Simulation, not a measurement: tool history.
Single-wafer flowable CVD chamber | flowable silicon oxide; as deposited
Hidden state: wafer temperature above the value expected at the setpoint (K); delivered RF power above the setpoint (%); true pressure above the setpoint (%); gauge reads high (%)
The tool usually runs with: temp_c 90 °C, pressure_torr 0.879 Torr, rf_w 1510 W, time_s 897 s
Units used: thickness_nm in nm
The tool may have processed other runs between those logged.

run	hour	temp_c	pressure_torr	rf_w	time_s	wafers since the last listed run	hours since the last thermocouple change	hours since the last RF generator calibration	hours since the last manometer calibration	hours since the showerhead was replaced	hours since the gauge calibration	read-back reference wafer on the same gauge, thickness_nm	thickness_nm
1	0.0	90	1.023	1435	897	0	551.3	251.2	41.5	4585.5	2451.8	731.210	895.117
2	56.7	90	1.023	1435	897	110	608.0	307.9	98.2	4642.2	2508.5	731.274	892.771
3	122.9	90	1.023	1435	897	128	674.2	374.1	164.4	4708.4	2574.7	730.607	890.144
# hour 150.5: gauge calibrated
4	179.4	90	0.879	1510	897	110	730.7	430.6	220.9	4764.9	28.9	731.451	795.117
5	223.7	90	0.972	1510	897	86	775.0	474.9	265.2	4809.2	73.2	730.939	862.361
6	315.1	83	0.879	1510	897	178	866.4	566.3	356.6	4900.6	164.6	730.295	962.713
7	374.3	90	0.879	1510	897	115	925.6	625.5	415.8	4959.8	223.8	732.262	789.678
8	411.9	90	0.879	1610	897	73	963.2	663.1	453.4	4997.4	261.4	732.259	797.900
9	463.2	90	0.879	1610	897	99	1014.5	714.4	504.7	5048.7	312.7	731.340	804.833
10	531.6	99	1.024	1230	1062	133	1082.9	782.8	573.1	5117.1	381.1	732.805	757.991
# hour 577.3: showerhead replaced
11	577.8	97	0.749	1510	897	74	1129.1	829.0	619.3	0.5	427.3	730.250	551.217
12	645.4	90	1.074	1595	897	131	1196.7	896.6	686.9	68.1	494.9	730.915	942.778
13	737.2	90	0.879	1510	897	178	1288.5	988.4	778.7	159.9	586.7	732.055	781.453
# hour 783.8: thermocouple changed; heater temperature recalibrated
14	807.1	90	0.761	1510	843	120	23.3	1058.3	848.6	229.8	656.6	730.707	679.276
15	893.6	97	0.749	1510	897	168	109.8	1144.8	935.1	316.3	743.1	729.683	573.552
16	949.6	84	0.879	1510	897	109	165.8	1200.8	991.1	372.3	799.1	730.449	953.337
17	1039.2	90	0.981	1780	897	174	255.4	1290.4	1080.7	461.9	888.7	731.722	916.462
# hour 1057.6: capacitance manometer re-zeroed and calibrated
# hour 1294.9: RF generator calibrated
18	1338.7	100	0.879	1810	971	552	554.9	43.8	281.1	761.4	1188.2	731.880	649.853
19	1409.1	96	0.879	1510	1063	137	625.3	114.2	351.5	831.8	1258.6	731.474	773.099
20	1471.9	76	0.879	1690	897	122	688.1	177.0	414.3	894.6	1321.4	730.799	1174.401
21	1548.5	85	0.879	1510	810	149	764.7	253.6	490.9	971.2	1398.0	731.028	807.973
22	1631.8	90	0.879	1355	897	162	848.0	336.9	574.2	1054.5	1481.3	731.222	756.798
23	1683.5	99	1.024	1230	1062	100	899.7	388.6	625.9	1106.2	1533.0	731.428	743.567

Predict the results of run 24:
24	1727.2	94	0.789	1640	1013	85	943.4	432.3	669.6	1149.9	1576.7	?	?

{"run 24": {"read-back reference wafer on the same gauge, thickness_nm": 731.654, "thickness_nm": 715.532}}
On a tool with no hidden condition, and with the same random variation, this run would have come out at thickness_nm 772.649 nm.
